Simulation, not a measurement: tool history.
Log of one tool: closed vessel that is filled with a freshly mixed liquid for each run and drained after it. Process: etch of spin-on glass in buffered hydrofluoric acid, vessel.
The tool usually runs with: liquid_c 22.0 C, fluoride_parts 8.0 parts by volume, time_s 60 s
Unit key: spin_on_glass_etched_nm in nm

run    hour  liquid_c  fluoride_parts  time_s  wafers since the last listed run  hours since the thermometer was replaced  hours since the hydrofluoric acid flow meter was replaced  hours since the gauge calibration  read-back film thickness of the spin-on glass reference wafer, read on the same gauge (nm)  spin_on_glass_etched_nm
  1     0.0      22.0             8.0      60                                 0                                     748.7                                                     1057.4                             3325.5                                                                                      134.62                   276.55
  2    44.4      22.0             8.0      70                              4526                                     793.1                                                     1101.8                             3369.9                                                                                      134.68                   319.23
  3   117.3      22.0             8.0      60                              7432                                     866.0                                                     1174.7                             3442.8                                                                                      134.77                   275.66
      307.4  -- hydrofluoric acid flow meter replaced
  4   319.3      22.0             8.0      60                             20492                                    1068.0                                                       11.9                             3644.8                                                                                      135.04                   276.41
  5   425.5      21.0             8.0      70                             10827                                    1174.2                                                      118.1                             3751.0                                                                                      135.15                   306.01
      425.7  -- gauge calibrated
  6   502.5      22.0             8.0      60                              7850                                    1251.2                                                      195.1                               76.8                                                                                      129.90                   265.55
  7   574.8      22.0             8.0      60                              7371                                    1323.5                                                      267.4                              149.1                                                                                      129.99                   264.55
  8   680.6      22.0             8.0      60                             10786                                    1429.3                                                      373.2                              254.9                                                                                      130.15                   266.13
  9   776.7      24.5             6.0      95                              9797                                    1525.4                                                      469.3                              351.0                                                                                      130.28                   640.01
 10   836.4      24.0             5.5      75                              6086                                    1585.1                                                      529.0                              410.7                                                                                      130.34                   526.10
 11   931.8      19.0             5.5      95                              9726                                    1680.5                                                      624.4                              506.1                                                                                      130.47                   510.51
 12  1030.2      22.0             8.0      60                             10032                                    1778.9                                                      722.8                              604.5                                                                                      130.59                   269.26
 13  1107.2      24.0             5.5      75                              7850                                    1855.9                                                      799.8                              681.5                                                                                      130.71                   526.30
 14  1174.8      22.0             9.0      35                              6892                                    1923.5                                                      867.4                              749.1                                                                                      130.80                   136.34
 15  1228.6      17.0             7.0      80                              5485                                    1977.3                                                      921.2                              802.9                                                                                      130.85                   312.34
 16  1278.0      19.5             8.0      80                              5036                                    2026.7                                                      970.6                              852.3                                                                                      130.91                   308.56
     1424.4  -- hydrofluoric acid flow meter replaced
     1466.3  -- thermometer replaced
 17  1564.4      22.0            10.5      60                             28995                                      98.1                                                      140.0                             1138.7                                                                                      131.30                   211.45
 18  1633.6      22.0             8.0      60                              7055                                     167.3                                                      209.2                             1207.9                                                                                      131.39                   266.97
 19  1708.8      22.0             8.0      70                              7666                                     242.5                                                      284.4                             1283.1                                                                                      131.50                   315.92
 20  1805.7      22.0             8.0      60                              9879                                     339.4                                                      381.3                             1380.0                                                                                      131.62                   269.46
 21  1911.4      22.0             5.0      80                             10776                                     445.1                                                      487.0                             1485.7                                                                                      131.75                   560.88
 22  1982.0      20.5            10.0      30                              7198                                     515.7                                                      557.6                             1556.3                                                                                      131.85                   102.79
 23  2068.9      22.0             8.0      60                              8859                                     602.6                                                      644.5                             1643.2                                                                                      131.96                   269.66
 24  2124.8      25.5             8.0      50                              5699                                     658.5                                                      700.4                             1699.1                                                                                      132.02                   273.55
 25  2199.0      24.5             8.0      60                              7565                                     732.7                                                      774.6                             1773.3                                                                                      132.14                   309.57
 26  2297.7      18.5             8.0      60                             10062                                     831.4                                                      873.3                             1872.0                                                                                      132.25                   222.45
 27  2357.1      22.0             8.0      60                              6056                                     890.8                                                      932.7                             1931.4                                                                                      132.31                   271.03
 28  2429.7      22.0             8.0      60                              7401                                     963.4                                                     1005.3                             2004.0                                                                                      132.45                   269.44
 29  2500.6      22.0             8.0      45                              7228                                    1034.3                                                     1076.2                             2074.9                                                                                      132.53                   203.46
 30  2587.8      24.0             5.5      75                              8890                                    1121.5                                                     1163.4                             2162.1                                                                                      132.64                   536.46
 31  2689.5      19.5             7.0      50                             10368                                    1223.2                                                     1265.1                             2263.8                                                                                      132.80                   227.89
 32  2743.1      22.0             8.0      60                              5464                                    1276.8                                                     1318.7                             2317.4                                                                                      132.87                   273.50

Predict each of these 5 candidate next runs independently; none follows another, all start after run 32:
  A  2743.8      22.0             8.0      60                                71                                    1277.5                                                     1319.4                             2318.1                                                                                           ?                        ?
  B  2743.8      18.0             9.0      75                                71                                    1277.5                                                     1319.4                             2318.1                                                                                           ?                        ?
  C  2743.8      22.0             6.5      60                                71                                    1277.5                                                     1319.4                             2318.1                                                                                           ?                        ?
  D  2743.8      26.0             8.0      60                                71                                    1277.5                                                     1319.4                             2318.1                                                                                           ?                        ?
  E  2743.8      25.0            10.5      60                                71                                    1277.5                                                     1319.4                             2318.1                                                                                           ?                        ?

run  read-back film thickness of the spin-on glass reference wafer, read on the same gauge (nm)  spin_on_glass_etched_nm
  A                                                                                      132.84                   272.13
  B                                                                                      132.84                   239.31
  C                                                                                      132.84                   335.26
  D                                                                                      132.84                   338.39
  E                                                                                      132.84                   251.85
What these runs would have given with no unlogged condition in the tool:
run  spin_on_glass_etched_nm
  A                   266.29
  B                   234.18
  C                   328.07
  D                   331.13
  E                   246.44
